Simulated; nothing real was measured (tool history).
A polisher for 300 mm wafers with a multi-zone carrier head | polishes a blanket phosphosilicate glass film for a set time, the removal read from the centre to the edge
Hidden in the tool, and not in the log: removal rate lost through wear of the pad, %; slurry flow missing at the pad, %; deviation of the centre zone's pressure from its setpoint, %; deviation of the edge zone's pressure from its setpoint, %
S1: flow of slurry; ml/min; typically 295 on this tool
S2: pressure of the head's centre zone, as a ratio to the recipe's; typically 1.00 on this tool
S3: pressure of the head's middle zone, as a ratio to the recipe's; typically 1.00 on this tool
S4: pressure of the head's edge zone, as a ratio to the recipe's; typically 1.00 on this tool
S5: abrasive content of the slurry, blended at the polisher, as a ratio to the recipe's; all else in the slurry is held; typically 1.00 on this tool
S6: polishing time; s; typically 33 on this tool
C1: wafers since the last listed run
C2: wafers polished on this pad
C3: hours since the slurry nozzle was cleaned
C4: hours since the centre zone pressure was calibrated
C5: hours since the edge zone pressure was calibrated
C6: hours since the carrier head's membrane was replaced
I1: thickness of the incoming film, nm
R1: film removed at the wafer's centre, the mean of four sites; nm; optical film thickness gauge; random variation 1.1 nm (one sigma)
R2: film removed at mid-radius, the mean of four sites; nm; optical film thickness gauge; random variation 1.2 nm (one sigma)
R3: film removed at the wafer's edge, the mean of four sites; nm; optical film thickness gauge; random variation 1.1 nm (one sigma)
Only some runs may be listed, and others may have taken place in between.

| run | hour | S1 | S2 | S3 | S4 | S5 | S6 | C1 | C2 | C3 | C4 | C5 | C6 | I1 | R1 | R2 | R3 |
|---|---|---|---|---|---|---|---|---|---|---|---|---|---|---|---|---|---|
| 1 | 0.0 | 295 | 1.00 | 0.91 | 1.00 | 1.00 | 33 | 0 | 1709 | 206.9 | 713.0 | 622.9 | 142.0 | 2720.3 | 155.2 | 147.9 | 152.6 |
| 2 | 48.6 | 295 | 1.00 | 1.00 | 1.09 | 0.80 | 33 | 492 | 2202 | 255.5 | 761.6 | 671.5 | 190.6 | 2746.9 | 134.8 | 136.2 | 135.8 |
|  | 53.0 | worn pad replaced by a new one |
|  | 62.7 | edge zone pressure recalibrated |
| 3 | 119.4 | 295 | 1.00 | 1.00 | 1.00 | 1.15 | 33 | 656 | 652 | 326.3 | 832.4 | 56.7 | 261.4 | 2732.6 | 167.6 | 166.3 | 163.8 |
| 4 | 187.3 | 295 | 1.00 | 1.00 | 1.00 | 1.15 | 33 | 688 | 1341 | 394.2 | 900.3 | 124.6 | 329.3 | 2706.1 | 162.4 | 164.4 | 158.7 |
|  | 224.8 | centre zone pressure recalibrated |
| 5 | 233.6 | 295 | 1.00 | 1.00 | 1.00 | 1.00 | 33 | 449 | 1790 | 440.5 | 8.8 | 170.9 | 375.6 | 2708.7 | 149.5 | 154.3 | 148.9 |
| 6 | 271.5 | 295 | 1.00 | 1.00 | 1.00 | 1.00 | 33 | 384 | 2174 | 478.4 | 46.7 | 208.8 | 413.5 | 2769.8 | 146.6 | 152.0 | 146.9 |
| 7 | 324.0 | 295 | 1.00 | 1.00 | 1.00 | 1.00 | 33 | 532 | 2706 | 530.9 | 99.2 | 261.3 | 466.0 | 2688.3 | 144.5 | 146.6 | 143.8 |
|  | 333.0 | slurry nozzle cleaned |
|  | 335.2 | worn pad replaced by a new one |
| 8 | 370.2 | 295 | 1.00 | 0.96 | 1.00 | 0.80 | 33 | 436 | 355 | 37.2 | 145.4 | 307.5 | 512.2 | 2755.3 | 144.7 | 141.3 | 140.1 |
| 9 | 401.1 | 295 | 0.95 | 1.04 | 1.10 | 0.90 | 33 | 313 | 668 | 68.1 | 176.3 | 338.4 | 543.1 | 2742.2 | 144.6 | 156.9 | 152.4 |
| 10 | 443.5 | 295 | 1.00 | 0.96 | 1.00 | 0.90 | 33 | 429 | 1098 | 110.5 | 218.7 | 380.8 | 585.5 | 2739.7 | 151.4 | 149.0 | 145.2 |
| 11 | 500.4 | 295 | 1.00 | 1.00 | 1.00 | 1.00 | 33 | 576 | 1674 | 167.4 | 275.6 | 437.7 | 642.4 | 2716.1 | 156.6 | 159.1 | 152.4 |
| 12 | 556.1 | 295 | 1.00 | 1.07 | 0.88 | 1.00 | 33 | 564 | 2239 | 223.1 | 331.3 | 493.4 | 698.1 | 2732.0 | 153.8 | 160.2 | 143.8 |
|  | 594.8 | carrier head's membrane replaced by a new one |
|  | 596.2 | worn pad replaced by a new one |
| 13 | 618.8 | 295 | 1.00 | 1.00 | 1.07 | 1.00 | 24 | 570 | 229 | 285.8 | 394.0 | 556.1 | 24.0 | 2734.4 | 114.0 | 116.6 | 116.6 |
| 14 | 690.4 | 295 | 1.00 | 1.00 | 1.00 | 0.85 | 33 | 725 | 954 | 357.4 | 465.6 | 627.7 | 95.6 | 2752.1 | 143.2 | 145.0 | 141.8 |
| 15 | 759.3 | 295 | 1.00 | 1.00 | 1.00 | 1.00 | 33 | 698 | 1653 | 426.3 | 534.5 | 696.6 | 164.5 | 2723.5 | 152.9 | 153.9 | 148.3 |
| 16 | 795.0 | 295 | 0.91 | 1.00 | 1.00 | 1.00 | 33 | 361 | 2014 | 462.0 | 570.2 | 732.3 | 200.2 | 2705.2 | 135.7 | 153.4 | 147.7 |
|  | 827.3 | edge zone pressure recalibrated |
|  | 831.5 | worn pad replaced by a new one |
| 17 | 863.4 | 375 | 1.00 | 1.00 | 1.00 | 1.00 | 33 | 632 | 323 | 530.4 | 638.6 | 36.1 | 268.6 | 2727.4 | 159.6 | 162.2 | 156.1 |
|  | 894.1 | slurry nozzle cleaned |
| 18 | 925.1 | 295 | 1.00 | 1.00 | 0.88 | 1.00 | 33 | 615 | 938 | 31.0 | 700.3 | 97.8 | 330.3 | 2724.5 | 157.8 | 160.8 | 150.0 |
|  | 957.8 | centre zone pressure recalibrated |
| 19 | 996.6 | 295 | 1.00 | 1.06 | 1.00 | 1.00 | 38 | 704 | 1642 | 102.5 | 38.8 | 169.3 | 401.8 | 2690.4 | 183.3 | 190.6 | 176.4 |
| 20 | 1048.9 | 295 | 1.00 | 1.00 | 1.00 | 1.00 | 33 | 530 | 2172 | 154.8 | 91.1 | 221.6 | 454.1 | 2744.6 | 156.4 | 157.5 | 150.8 |
| 21 | 1086.8 | 295 | 1.00 | 1.00 | 0.91 | 1.00 | 33 | 384 | 2557 | 192.7 | 129.0 | 259.5 | 492.0 | 2737.0 | 153.2 | 155.2 | 145.7 |

Consider 4 possible next runs. They are alternatives, not a sequence: every one starts from the tool as it was left by run 21. What does each give?
| A | 1087.2 | 295 | 1.00 | 1.00 | 1.00 | 1.25 | 33 | 4 | 2561 | 193.1 | 129.4 | 259.9 | 492.4 | 2736.3 | ? | ? | ? |
| B | 1087.2 | 330 | 1.05 | 1.00 | 0.89 | 1.00 | 42 | 4 | 2561 | 193.1 | 129.4 | 259.9 | 492.4 | 2736.3 | ? | ? | ? |
| C | 1087.2 | 295 | 1.00 | 0.93 | 1.00 | 1.00 | 33 | 4 | 2561 | 193.1 | 129.4 | 259.9 | 492.4 | 2736.3 | ? | ? | ? |
| D | 1087.2 | 295 | 1.00 | 1.03 | 1.00 | 1.00 | 40 | 4 | 2561 | 193.1 | 129.4 | 259.9 | 492.4 | 2736.3 | ? | ? | ? |

| run | R1 | R2 | R3 |
|---|---|---|---|
| A | 169.5 | 171.2 | 164.3 |
| B | 207.1 | 198.8 | 184.6 |
| C | 152.8 | 147.4 | 148.2 |
| D | 185.3 | 190.7 | 179.5 |
Take away the tool's hidden state, keep each run's random variation, and the runs would have read:
| run | R1 | R2 | R3 |
|---|---|---|---|
| A | 183.2 | 184.7 | 176.5 |
| B | 223.3 | 214.1 | 198.1 |
| C | 165.1 | 159.0 | 159.3 |
| D | 200.2 | 205.7 | 192.8 |
